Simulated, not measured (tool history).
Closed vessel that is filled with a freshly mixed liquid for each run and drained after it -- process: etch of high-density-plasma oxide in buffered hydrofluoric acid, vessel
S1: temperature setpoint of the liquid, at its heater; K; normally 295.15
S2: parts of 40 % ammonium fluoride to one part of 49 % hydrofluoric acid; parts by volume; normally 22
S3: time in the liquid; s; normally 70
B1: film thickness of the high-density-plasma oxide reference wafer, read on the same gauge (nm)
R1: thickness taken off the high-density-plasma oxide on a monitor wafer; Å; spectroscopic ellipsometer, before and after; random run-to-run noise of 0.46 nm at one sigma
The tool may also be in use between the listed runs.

run     day      S1    S2   S3      B1     R1
  1       0  295.15    22   70     120  506.1
  2     1.3  295.15    22   70  120.02  510.6
  3   3.683  295.15    22   70  119.99  509.1
  4   5.592  295.15    22   70     120  520.7
  5   6.921  295.15    22   70  119.98  510.1
  6   8.583  295.15    22   70  119.98  517.9
  7  10.554  295.15    22   70  120.01  507.4
  8  11.692  295.15    22   70     120  516.1
  9  14.475  295.15    22   70  119.99  528.3
 10  17.012  297.65    22   70  120.01    594
 11  19.258  290.65    22   70  119.99  406.6
 12  21.458  295.15    22   55  120.01    416
 13    23.8  295.15    22   70     120  517.3
      26.05  -- hydrofluoric acid flow meter replaced
 14  26.425  298.65    22   70  119.99  644.6
 15  28.379  298.15    22   70     120  623.6
 16  29.617  299.15  25.5   85  120.02  722.3
 17  31.175  295.15    22  100  119.98    759

Estimate the outcome of run 18 from the log above:
 18  33.983  297.15  22  70   ?   ?

B1: 120.03
R1: 590.8 Å
Take away the tool's hidden state, keep the run-to-run variation as it was, and the same run would have given R1 511.6 Å.
